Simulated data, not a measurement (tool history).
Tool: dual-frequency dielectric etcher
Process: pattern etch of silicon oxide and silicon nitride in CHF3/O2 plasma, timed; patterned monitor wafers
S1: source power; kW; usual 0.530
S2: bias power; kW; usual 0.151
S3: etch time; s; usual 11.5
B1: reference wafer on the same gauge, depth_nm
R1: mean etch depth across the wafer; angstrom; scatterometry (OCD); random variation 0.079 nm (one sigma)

run	hour	S1	S2	S3	B1	R1
1	0.0	0.530	0.151	11.5	18.12	154.3
2	7.8	0.530	0.151	11.5	18.12	154.2
3	24.5	0.530	0.151	11.5	18.11	156.2
4	34.0	0.530	0.151	13.5	18.10	180.6
5	50.6	0.530	0.151	12.5	18.10	166.6
6	59.0	0.530	0.151	12.5	18.11	167.2
7	70.1	0.530	0.151	12.5	18.09	167.2
8	81.6	0.450	0.151	11.5	18.10	142.4
9	97.0	0.530	0.163	11.5	18.10	154.8
10	140.0	0.530	0.163	11.5	18.09	156.8
# hour 166.8: bias power generator calibrated
# hour 170.8: upper electrode replaced
11	171.3	0.600	0.124	11.5	18.08	150.8
12	171.6	0.600	0.124	11.5	18.10	151.3
13	171.9	0.620	0.151	14.0	18.09	198.9
14	176.3	0.530	0.151	11.5	18.10	150.5
15	190.8	0.590	0.169	11.5	18.10	164.2
# hour 195.1: source power generator calibrated
16	205.7	0.570	0.126	13.0	18.09	166.4
# hour 234.7: gauge calibrated
# hour 235.9: wet clean of the chamber
17	236.4	0.620	0.151	14.0	18.09	206.5
18	242.7	0.490	0.151	11.5	18.11	152.9
19	257.5	0.530	0.151	11.5	18.09	157.7
20	271.8	0.630	0.151	11.5	18.08	169.8
21	285.6	0.480	0.151	11.5	18.09	150.5
22	309.8	0.530	0.151	11.5	18.10	157.3
23	322.7	0.530	0.151	11.5	18.11	158.0
24	331.0	0.460	0.120	10.5	18.12	125.6
25	339.0	0.660	0.120	8.5	18.11	119.1

Forecast each of these 5 alternatives for the next run:
A	339.4	0.530	0.125	11.5	?	?
B	339.4	0.610	0.151	11.5	?	?
C	339.4	0.530	0.140	11.5	?	?
D	339.4	0.530	0.151	10.0	?	?
E	339.4	0.620	0.151	14.5	?	?

run	B1	R1
A	18.10	146.7
B	18.10	164.6
C	18.10	151.5
D	18.10	134.7
E	18.10	208.9
Without the tool's hidden state the same runs would have given:
run	R1
A	148.6
B	166.7
C	153.5
D	136.4
E	211.7
